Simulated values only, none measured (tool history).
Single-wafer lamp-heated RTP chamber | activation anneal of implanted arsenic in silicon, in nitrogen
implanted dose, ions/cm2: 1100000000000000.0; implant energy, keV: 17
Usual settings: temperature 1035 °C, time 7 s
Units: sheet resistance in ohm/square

| run | hour | temperature | time | read-back reference wafer on the same gauge, sheet resistance | sheet resistance |
|---|---|---|---|---|---|
| 1 | 0 | 1035 | 7 | 105.94 | 120.06 |
| 2 | 20.3 | 1035 | 7 | 105.91 | 119.14 |
| 3 | 34.7 | 1035 | 7 | 105.99 | 119.89 |
| 4 | 51.5 | 1035 | 7 | 106.08 | 119.76 |
| 5 | 65.2 | 1045 | 7 | 106.04 | 117.35 |
| 6 | 83.5 | 1045 | 7 | 106.18 | 115.96 |
| 7 | 95.7 | 1035 | 7 | 106.02 | 120.04 |
| 8 | 123.9 | 1035 | 7 | 106.02 | 121.73 |
| 9 | 138.2 | 1035 | 7 | 106 | 123.22 |
| 10 | 173.3 | 1035 | 7 | 105.88 | 121.26 |
| 11 | 200 | 1035 | 7 | 105.96 | 121.09 |
| 12 | 217 | 1054 | 4 | 105.93 | 121.98 |
| 13 | 249 | 1035 | 5 | 106.13 | 123.79 |
| 14 | 266.1 | 1035 | 5 | 105.95 | 123.46 |
| 15 | 280 | 1035 | 5 | 105.97 | 123.28 |
| 16 | 312.3 | 1013 | 10 | 105.95 | 121.87 |
| 17 | 325.2 | 1035 | 7 | 105.95 | 119.01 |
| 18 | 386.5 | 1048 | 7 | 105.98 | 118.71 |
| 19 | 401.8 | 1035 | 4 | 106.07 | 128.5 |
| 20 | 510.2 | 1054 | 4 | 105.97 | 124.37 |
| 21 | 528 | 1058 | 4 | 105.98 | 122.25 |
| 22 | 610.2 | 1035 | 7 | 105.86 | 120.9 |
| 23 | 628.4 | 1061 | 8 | 106.03 | 113.93 |
| 24 | 650.2 | 1012 | 7 | 106.1 | 130.49 |
| 25 | 673.3 | 1054 | 10 | 106.11 | 113.21 |
| 26 | 688.1 | 1052 | 6 | 106.04 | 118.39 |
| 27 | 707.2 | 1050 | 9 | 105.97 | 114.33 |
| 28 | 723.7 | 1035 | 10 | 105.94 | 116.87 |
| 29 | 744.9 | 1035 | 7 | 105.98 | 121.08 |
| 30 | 780 | 1060 | 9 | 106.1 | 111.35 |

Not shown: 5 entries that the log had between the listed runs. Between which runs, and how does the tool's hidden state differ before and after?
Between runs 7 and 8: pyrometer window cleaned and pyrometer calibrated (hour 120.7)
  true wafer temperature minus pyrometer reading, K: 10.6 -> 1.03; wafer temperature error from the tarnished reflector plate, K: 7.48 -> 7.66
  measured less the result without the state, sheet resistance: -5.95 -> -2.95 ohm/square
Between runs 17 and 18: pyrometer window cleaned and pyrometer calibrated (hour 386)
  true wafer temperature minus pyrometer reading, K: 10.4 -> 0.423; wafer temperature error from the tarnished reflector plate, K: 8.49 -> 8.64
  measured less the result without the state, sheet resistance: -6.14 -> -2.74 ohm/square
Between runs 19 and 20: reflector plate cleaned (hour 509.7)
  true wafer temperature minus pyrometer reading, K: 2.19 -> 8.6; wafer temperature error from the tarnished reflector plate, K: 8.67 -> 0.63
  measured less the result without the state, sheet resistance: -3.67 -> -2.66 ohm/square
Between runs 21 and 22: gauge calibrated (hour 563.6)
  true wafer temperature minus pyrometer reading, K: 9.06 -> 10.3; wafer temperature error from the tarnished reflector plate, K: 1.2 -> 3.37
  measured less the result without the state, sheet resistance: -2.84 -> -4.57 ohm/square
Between runs 22 and 23: pyrometer window cleaned and pyrometer calibrated (hour 619.9)
  true wafer temperature minus pyrometer reading, K: 10.3 -> 1.14; wafer temperature error from the tarnished reflector plate, K: 3.37 -> 3.76
  measured less the result without the state, sheet resistance: -4.57 -> -1.32 ohm/square
